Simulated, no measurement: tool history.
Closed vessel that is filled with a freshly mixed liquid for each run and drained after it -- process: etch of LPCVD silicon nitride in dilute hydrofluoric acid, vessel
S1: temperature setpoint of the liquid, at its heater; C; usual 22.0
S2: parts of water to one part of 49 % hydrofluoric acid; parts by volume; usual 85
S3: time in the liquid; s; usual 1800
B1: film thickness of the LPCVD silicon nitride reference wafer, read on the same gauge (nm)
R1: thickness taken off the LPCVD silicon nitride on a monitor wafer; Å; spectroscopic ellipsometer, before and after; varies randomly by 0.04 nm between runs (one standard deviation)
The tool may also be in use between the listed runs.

{"run": 1, "hour": 0.0, "S1": 19.5, "S2": 85, "S3": 1800, "B1": 83.44, "R1": 71.5}
{"hour": 24.6, "done": "gauge calibrated"}
{"run": 2, "hour": 25.9, "S1": 19.5, "S2": 85, "S3": 1800, "B1": 79.35, "R1": 67.1}
{"run": 3, "hour": 63.0, "S1": 19.5, "S2": 85, "S3": 1800, "B1": 79.68, "R1": 68.0}
{"run": 4, "hour": 105.7, "S1": 22.0, "S2": 85, "S3": 1800, "B1": 80.01, "R1": 80.4}
{"run": 5, "hour": 149.8, "S1": 22.0, "S2": 85, "S3": 1800, "B1": 80.35, "R1": 81.1}
{"run": 6, "hour": 221.5, "S1": 22.0, "S2": 85, "S3": 1800, "B1": 80.87, "R1": 81.3}
{"run": 7, "hour": 248.9, "S1": 22.0, "S2": 85, "S3": 1800, "B1": 81.01, "R1": 81.7}
{"run": 8, "hour": 300.8, "S1": 22.0, "S2": 85, "S3": 1800, "B1": 81.24, "R1": 81.6}
{"run": 9, "hour": 332.1, "S1": 22.0, "S2": 85, "S3": 2450, "B1": 81.44, "R1": 112.3}
{"run": 10, "hour": 364.2, "S1": 22.0, "S2": 85, "S3": 1800, "B1": 81.64, "R1": 82.8}
{"run": 11, "hour": 398.6, "S1": 22.0, "S2": 85, "S3": 1800, "B1": 81.72, "R1": 82.6}
{"run": 12, "hour": 469.8, "S1": 22.0, "S2": 85, "S3": 1800, "B1": 82.02, "R1": 82.1}
{"run": 13, "hour": 520.3, "S1": 22.0, "S2": 110, "S3": 1800, "B1": 82.13, "R1": 64.5}
{"run": 14, "hour": 547.3, "S1": 26.0, "S2": 85, "S3": 1800, "B1": 82.22, "R1": 107.9}
{"run": 15, "hour": 583.2, "S1": 26.0, "S2": 60, "S3": 970, "B1": 82.34, "R1": 81.4}
{"hour": 586.8, "done": "thermometer replaced"}
{"run": 16, "hour": 627.9, "S1": 18.0, "S2": 85, "S3": 870, "B1": 82.44, "R1": 30.5}
{"run": 17, "hour": 653.4, "S1": 25.5, "S2": 110, "S3": 1800, "B1": 82.5, "R1": 80.9}
{"run": 18, "hour": 708.8, "S1": 22.0, "S2": 85, "S3": 1800, "B1": 82.58, "R1": 82.2}
{"run": 19, "hour": 767.9, "S1": 22.0, "S2": 85, "S3": 1800, "B1": 82.69, "R1": 83.9}
{"hour": 838.7, "done": "hydrofluoric acid flow meter replaced"}
{"run": 20, "hour": 932.0, "S1": 22.0, "S2": 120, "S3": 770, "B1": 82.89, "R1": 25.4}
{"run": 21, "hour": 965.3, "S1": 27.0, "S2": 120, "S3": 1800, "B1": 82.93, "R1": 81.9}
{"run": 22, "hour": 1005.8, "S1": 19.5, "S2": 45, "S3": 810, "B1": 83.0, "R1": 59.1}
{"run": 23, "hour": 1065.4, "S1": 22.0, "S2": 55, "S3": 1800, "B1": 83.07, "R1": 127.6}
{"hour": 1079.6, "done": "gauge calibrated"}
{"run": 24, "hour": 1111.8, "S1": 22.0, "S2": 85, "S3": 1800, "B1": 80.09, "R1": 80.5}
{"run": 25, "hour": 1174.7, "S1": 20.0, "S2": 70, "S3": 1525, "B1": 80.6, "R1": 72.3}
{"run": 26, "hour": 1242.1, "S1": 23.5, "S2": 70, "S3": 2470, "B1": 81.12, "R1": 149.5}
{"run": 27, "hour": 1298.5, "S1": 22.0, "S2": 100, "S3": 1800, "B1": 81.38, "R1": 70.5}
{"run": 28, "hour": 1323.3, "S1": 24.5, "S2": 85, "S3": 1800, "B1": 81.54, "R1": 97.4}
{"run": 29, "hour": 1389.8, "S1": 22.0, "S2": 85, "S3": 1800, "B1": 81.92, "R1": 83.5}
{"run": 30, "hour": 1417.4, "S1": 25.5, "S2": 85, "S3": 850, "B1": 82.1, "R1": 48.9}
{"run": 31, "hour": 1468.0, "S1": 17.5, "S2": 85, "S3": 1800, "B1": 82.21, "R1": 60.7}
{"run": 32, "hour": 1510.7, "S1": 18.0, "S2": 60, "S3": 1800, "B1": 82.42, "R1": 88.3}

Forecast each of these 4 alternatives for the next run:
{"run": "A", "hour": 1511.9, "S1": 22.0, "S2": 85, "S3": 1800, "B1": "?", "R1": "?"}
{"run": "B", "hour": 1511.9, "S1": 27.0, "S2": 120, "S3": 2320, "B1": "?", "R1": "?"}
{"run": "C", "hour": 1511.9, "S1": 22.0, "S2": 115, "S3": 1090, "B1": "?", "R1": "?"}
{"run": "D", "hour": 1511.9, "S1": 22.0, "S2": 85, "S3": 2195, "B1": "?", "R1": "?"}

run=A B1=82.42 R1=83.4
run=B B1=82.42 R1=106.1
run=C B1=82.42 R1=37.5
run=D B1=82.42 R1=101.7
Stripped of hidden state, with their random variation kept, the same runs would have yielded:
run=A R1=81.0
run=B R1=103.0
run=C R1=36.4
run=D R1=98.7
